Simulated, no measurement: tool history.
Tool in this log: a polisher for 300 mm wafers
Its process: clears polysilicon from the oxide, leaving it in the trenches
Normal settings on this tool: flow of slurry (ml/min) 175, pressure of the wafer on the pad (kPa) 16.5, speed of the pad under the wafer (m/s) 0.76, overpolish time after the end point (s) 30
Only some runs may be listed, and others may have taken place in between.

run,day,flow of slurry (ml/min),pressure of the wafer on the pad (kPa),speed of the pad under the wafer (m/s),overpolish time after the end point (s),"incoming thickness of the incoming film, nm",time until the end point was called (s)
1,0,175,16.5,0.76,30,489.9,58.5
# day 1.721: head pressure recalibrated
2,1.783,175,16.5,0.76,30,490.5,59.5
3,3.221,175,16.5,0.76,30,485.3,57.9
4,5.654,175,16.5,0.76,30,493.1,57.5
# day 6.267: slurry nozzle cleaned
5,8.479,175,16.5,0.76,30,491.2,60.9
6,10.046,205,16.5,0.76,30,490.5,56.8
# day 11.417: worn pad replaced by a new one, repeated, since the last time left the tool worse
7,12.588,205,16.5,0.76,30,485.5,48.1
8,14.525,205,16.5,0.76,30,492.5,49.5
9,15.804,175,16.5,0.76,30,489.9,50.9
10,18.6,175,16.5,0.6,30,495.5,68.5
11,20.571,175,16.5,0.76,30,491.9,53.1
12,21.7,120,16.5,0.76,30,492.8,55.9
13,24.671,175,16.5,0.76,30,494.2,52.6
14,26.8,175,16.5,0.76,30,487,51.7
# day 28.038: worn pad replaced by a new one
15,29.758,175,16.5,0.58,41,487,66.8
# day 31.079: slurry nozzle cleaned
16,32.654,175,18.6,0.66,30,490.7,53.2
17,34.083,175,16.5,0.76,30,487.5,51.2
18,36.342,175,16.5,0.76,24,488.4,52
19,38.038,175,16.5,0.76,30,487.7,51.6
20,40.925,175,16.5,0.76,45,489.9,52.9
21,42.525,175,16.5,0.76,30,491.8,53.4
22,43.754,145,19.3,0.76,24,491.9,47.6
# day 45.117: worn pad replaced by a new one
23,46.646,175,16.5,0.76,25,490.2,52.9
24,48.254,175,13.8,0.92,23,496.4,53.1
25,49.846,140,16.5,0.76,30,495.4,56.5
# day 52.25: head pressure recalibrated
26,52.267,175,16.5,0.76,14,485.7,51
27,55.075,175,20,0.76,30,487.3,41.4
# day 55.304: slurry nozzle cleaned
28,57.433,175,16.5,0.76,30,489.2,53.2
29,59.733,205,19.3,0.6,23,493.5,58.8
30,61.579,235,16.5,0.76,30,492.4,53.2
# day 61.788: worn pad replaced by a new one
31,63.025,175,16.5,0.76,14,492.9,50.8
32,64.112,155,16.5,0.76,30,486.5,52.6
33,66.904,210,16.5,0.76,30,492.8,48.8

Branching from run 33: 5 alternative next runs. What would each branch give?
A,66.921,175,16.5,0.5,30,483.8,?
B,66.921,175,20.7,0.76,30,483.8,?
C,66.921,210,16.5,0.56,43,483.8,?
D,66.921,175,16.5,0.56,37,483.8,?
E,66.921,215,15.2,0.52,20,483.8,?

run,time until the end point was called (s)
A,77.6
B,40.8
C,67.7
D,69.3
E,79.3
Without the tool's hidden state the same runs would have given:
run,time until the end point was called (s)
A,76
B,40
C,66.3
D,67.9
E,77.7
